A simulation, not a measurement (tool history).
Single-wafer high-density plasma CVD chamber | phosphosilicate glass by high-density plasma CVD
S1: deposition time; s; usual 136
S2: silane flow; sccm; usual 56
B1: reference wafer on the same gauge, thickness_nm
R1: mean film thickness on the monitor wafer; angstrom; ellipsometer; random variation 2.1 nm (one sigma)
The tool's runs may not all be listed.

run	day	S1	S2	B1	R1
1	0.000	136	63	907.307	8632.45
2	1.996	136	63	905.768	8619.28
3	3.996	155	51	905.435	7950.61
4	5.975	155	51	907.430	7962.85
5	7.608	155	51	907.225	7885.87
6	9.054	136	56	906.787	7628.62
7	10.062	136	56	907.878	7632.75
8	12.975	136	56	906.999	7607.25
9	15.542	136	56	906.151	7589.43
10	17.004	136	56	907.087	7620.64
11	19.192	136	56	907.093	7587.73
12	20.875	119	56	907.967	6653.36
13	23.142	119	56	906.596	6652.72
14	25.696	119	56	907.371	6649.49
15	27.596	117	53	907.312	6179.26
16	29.154	163	56	907.745	9047.13
17	31.154	136	56	907.724	7575.13
# day 35.746: silane flow controller replaced
18	37.762	157	67	907.591	10698.79
# day 41.767: gauge calibrated
19	43.908	114	64	906.891	7413.41
20	45.867	154	56	906.801	8769.95
21	50.442	123	48	907.339	5964.52
22	53.429	161	60	908.379	9822.32
23	56.129	115	65	906.816	7585.24
24	57.417	136	56	907.153	7750.79
25	63.267	136	56	906.781	7716.45
26	64.825	150	65	907.319	9889.81
27	65.996	149	49	906.832	7404.95
28	71.492	136	56	907.309	7684.82

4 ways to go on from here, each from the tool as it stands after run 28. What would each give?
A	71.508	136	49	?	?
B	71.508	124	52	?	?
C	71.508	113	64	?	?
D	71.508	159	56	?	?

run	B1	R1
A	907.383	6708.68
B	907.383	6491.23
C	907.383	7280.48
D	907.383	8963.69
Without the tool's hidden state the same runs would have given:
run	R1
A	6751.68
B	6532.84
C	7327.16
D	9021.16
